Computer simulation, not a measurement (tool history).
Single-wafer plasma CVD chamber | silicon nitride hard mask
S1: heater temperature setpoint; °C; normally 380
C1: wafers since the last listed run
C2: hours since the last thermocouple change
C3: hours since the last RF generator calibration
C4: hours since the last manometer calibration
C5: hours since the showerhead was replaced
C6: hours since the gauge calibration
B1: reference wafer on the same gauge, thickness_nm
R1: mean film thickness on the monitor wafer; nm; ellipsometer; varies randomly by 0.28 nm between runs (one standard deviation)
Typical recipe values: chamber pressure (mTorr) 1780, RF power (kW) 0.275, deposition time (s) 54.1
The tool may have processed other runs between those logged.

Run 1, hour 0: usual settings; C1 0; C2 931.1; C3 715.8; C4 779.6; C5 3959.5; C6 941.2; B1 52.1. Result: R1 60.808 nm.
Run 2, hour 41.8: usual settings; C1 1024; C2 972.9; C3 757.6; C4 821.4; C5 4001.3; C6 983; B1 52.091. Result: R1 61.2 nm.
Run 3, hour 214.4: usual settings; C1 4229; C2 1145.5; C3 930.2; C4 994; C5 4173.9; C6 1155.6; B1 52.095. Result: R1 60.94 nm.
Run 4, hour 315.6: usual settings; C1 2479; C2 1246.7; C3 1031.4; C4 1095.2; C5 4275.1; C6 1256.8; B1 52.142. Result: R1 60.896 nm.
Run 5, hour 381.9: usual settings but RF power (kW) 0.26; C1 1624; C2 1313; C3 1097.7; C4 1161.5; C5 4341.4; C6 1323.1; B1 52.1. Result: R1 59.836 nm.
At hour 445.1: thermocouple changed; heater temperature recalibrated.
Run 6, hour 455.8: usual settings but RF power (kW) 0.26; C1 1614; C2 10.7; C3 1171.6; C4 1235.4; C5 4415.3; C6 1397; B1 52.077. Result: R1 59.619 nm.
At hour 498.1: RF generator calibrated.
Run 7, hour 507.5: usual settings but RF power (kW) 0.26; C1 1070; C2 62.4; C3 9.4; C4 1287.1; C5 4467; C6 1448.7; B1 52.089. Result: R1 59.136 nm.
Run 8, hour 561: usual settings; C1 1310; C2 115.9; C3 62.9; C4 1340.6; C5 4520.5; C6 1502.2; B1 52.057. Result: R1 60.49 nm.
Run 9, hour 668.7: usual settings; C1 2639; C2 223.6; C3 170.6; C4 1448.3; C5 4628.2; C6 1609.9; B1 52.067. Result: R1 60.998 nm.
At hour 721.6: gauge calibrated.
Run 10, hour 727.5: usual settings but chamber pressure (mTorr) 1500, RF power (kW) 0.22, deposition time (s) 57.4; C1 1440; C2 282.4; C3 229.4; C4 1507.1; C5 4687; C6 5.9; B1 52.121. Result: R1 54.001 nm.
Run 11, hour 810.7: usual settings but RF power (kW) 0.3, deposition time (s) 57; C1 2038; C2 365.6; C3 312.6; C4 1590.3; C5 4770.2; C6 89.1; B1 52.147. Result: R1 67.188 nm.
Run 12, hour 888.5: usual settings but S1 368 °C, chamber pressure (mTorr) 1530, deposition time (s) 60.9; C1 1906; C2 443.4; C3 390.4; C4 1668.1; C5 4848; C6 166.9; B1 52.101. Result: R1 65.244 nm.
At hour 970.6: capacitance manometer re-zeroed and calibrated.
Run 13, hour 983.5: usual settings but S1 390 °C, chamber pressure (mTorr) 1980; C1 2131; C2 538.4; C3 485.4; C4 12.9; C5 4943; C6 261.9; B1 52.111. Result: R1 63.031 nm.
At hour 1019: showerhead replaced.
Run 14, hour 1055.1: usual settings but S1 384 °C, chamber pressure (mTorr) 1620, RF power (kW) 0.225, deposition time (s) 44.6; C1 1558; C2 610; C3 557; C4 84.5; C5 36.1; C6 333.5; B1 52.052. Result: R1 44.002 nm.
Run 15, hour 1093.1: usual settings but S1 386 °C; C1 931; C2 648; C3 595; C4 122.5; C5 74.1; C6 371.5; B1 52.11. Result: R1 60.425 nm.
Run 16, hour 1194: usual settings but S1 366 °C, chamber pressure (mTorr) 1500; C1 2472; C2 748.9; C3 695.9; C4 223.4; C5 175; C6 472.4; B1 52.074. Result: R1 57.238 nm.
Run 17, hour 1251.4: usual settings but deposition time (s) 58.7; C1 1406; C2 806.3; C3 753.3; C4 280.8; C5 232.4; C6 529.8; B1 52.07. Result: R1 66.613 nm.
Run 18, hour 1292.5: usual settings; C1 1007; C2 847.4; C3 794.4; C4 321.9; C5 273.5; C6 570.9; B1 52.081. Result: R1 61.07 nm.
Run 19, hour 1413: usual settings; C1 2952; C2 967.9; C3 914.9; C4 442.4; C5 394; C6 691.4; B1 52.108. Result: R1 61.33 nm.

What differs in the tool's unlogged condition from the final listed run ahead of each entry between runs to the first listed run following it?
After run 5, before run 6: thermocouple changed; heater temperature recalibrated (hour 445.1)
  the hidden state is the same at both runs
After run 6, before run 7: RF generator calibrated (hour 498.1)
  the hidden state is the same at both runs
After run 9, before run 10: gauge calibrated (hour 721.6)
  the hidden state is the same at both runs
After run 12, before run 13: capacitance manometer re-zeroed and calibrated (hour 970.6)
  the hidden state is the same at both runs
After run 13, before run 14: showerhead replaced (hour 1019)
  the hidden state is the same at both runs

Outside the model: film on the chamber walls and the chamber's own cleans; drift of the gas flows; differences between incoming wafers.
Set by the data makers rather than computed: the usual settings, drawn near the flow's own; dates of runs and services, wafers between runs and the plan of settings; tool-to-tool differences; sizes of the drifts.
